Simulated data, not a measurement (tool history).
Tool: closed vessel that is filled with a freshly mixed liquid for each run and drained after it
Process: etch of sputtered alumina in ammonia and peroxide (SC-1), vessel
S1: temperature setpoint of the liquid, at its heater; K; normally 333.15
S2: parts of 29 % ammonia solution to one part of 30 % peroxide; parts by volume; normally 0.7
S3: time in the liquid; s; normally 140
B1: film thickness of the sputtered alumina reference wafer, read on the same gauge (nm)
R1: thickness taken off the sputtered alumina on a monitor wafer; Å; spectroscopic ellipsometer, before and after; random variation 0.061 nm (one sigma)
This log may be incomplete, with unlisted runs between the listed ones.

run   hour      S1    S2   S3      B1     R1
  1      0  333.15   0.7  170  140.01  157.4
  2   21.8  333.15   0.7  170     140  156.3
  3   55.2  333.15  0.55  140     140  125.6
  4   68.3  333.15  0.55  140  139.99  126.1
  5     89  333.15  0.55  140  140.01  126.3
      91.7  -- thermometer replaced
     109.3  -- new drum of ammonia solution connected
  6    111  337.15   0.7  185  140.01  208.2
  7  127.5  333.15   0.7  140     140  130.1
  8    144  333.15   0.7  140  140.01  130.7
  9  170.5  333.15   0.7  140  140.01  128.6
 10  187.4  328.15  0.55  190  139.99  132.2
 11  208.6  327.65   0.7  140  139.97   96.9
 12    233  333.15   0.7  165  140.01  152.6
 13  248.6  333.15   0.9  140     140  133.5
 14  280.5  328.15   0.7   55  139.99   39.3

Expected results for the next run?
 15  313.2  333.15  0.7  140   ?   ?

Run 15 came out at B1 139.99, R1 128.2 Å.
If the tool had no hidden condition, the same run with the same run-to-run variation would have returned R1 128.2 Å.
